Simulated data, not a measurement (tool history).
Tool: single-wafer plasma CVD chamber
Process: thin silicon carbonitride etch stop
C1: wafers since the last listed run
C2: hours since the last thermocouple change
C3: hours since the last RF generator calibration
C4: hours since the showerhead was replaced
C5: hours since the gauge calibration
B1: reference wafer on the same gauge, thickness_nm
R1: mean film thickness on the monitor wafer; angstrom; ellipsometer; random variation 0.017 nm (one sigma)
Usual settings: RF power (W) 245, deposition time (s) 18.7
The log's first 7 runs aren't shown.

Run 8, day 3.983: usual settings but RF power (W) 220; C1 251; C2 2215.1; C3 1989.5; C4 6312.3; C5 97.8; B1 11.403. Result: R1 106.55 angstrom.
Run 9, day 4.429: usual settings but RF power (W) 220; C1 161; C2 2225.8; C3 2000.2; C4 6323.0; C5 108.5; B1 11.401. Result: R1 106.27 angstrom.
Run 10, day 4.958: usual settings; C1 192; C2 2238.5; C3 2012.9; C4 6335.7; C5 121.2; B1 11.394. Result: R1 110.88 angstrom.
At day 5.675: thermocouple changed; heater temperature recalibrated.
Run 11, day 5.696: usual settings; C1 146; C2 0.5; C3 2030.6; C4 6353.4; C5 138.9; B1 11.404. Result: R1 110.59 angstrom.
Run 12, day 5.779: usual settings; C1 30; C2 2.5; C3 2032.6; C4 6355.4; C5 140.9; B1 11.402. Result: R1 110.80 angstrom.
Run 13, day 6.158: usual settings but deposition time (s) 16.6; C1 137; C2 11.6; C3 2041.7; C4 6364.5; C5 150.0; B1 11.400. Result: R1 98.26 angstrom.
At day 6.804: showerhead replaced.
Run 14, day 6.825: usual settings but deposition time (s) 16.6; C1 121; C2 27.6; C3 2057.7; C4 0.5; C5 166.0; B1 11.405. Result: R1 98.37 angstrom.
Run 15, day 6.950: usual settings but deposition time (s) 16.6; C1 45; C2 30.6; C3 2060.7; C4 3.5; C5 169.0; B1 11.398. Result: R1 98.30 angstrom.

The next listed run, before its measurement:
Run 16, day 7.671: usual settings but deposition time (s) 20.3; C1 261; C2 47.9; C3 2078.0; C4 20.8; C5 186.3; B1 ?. Result: R1 ?.

{"run 16": {"B1": 11.397, "R1": 120.05}}
Without the tool's hidden state the same run would have given R1 123.75 angstrom.

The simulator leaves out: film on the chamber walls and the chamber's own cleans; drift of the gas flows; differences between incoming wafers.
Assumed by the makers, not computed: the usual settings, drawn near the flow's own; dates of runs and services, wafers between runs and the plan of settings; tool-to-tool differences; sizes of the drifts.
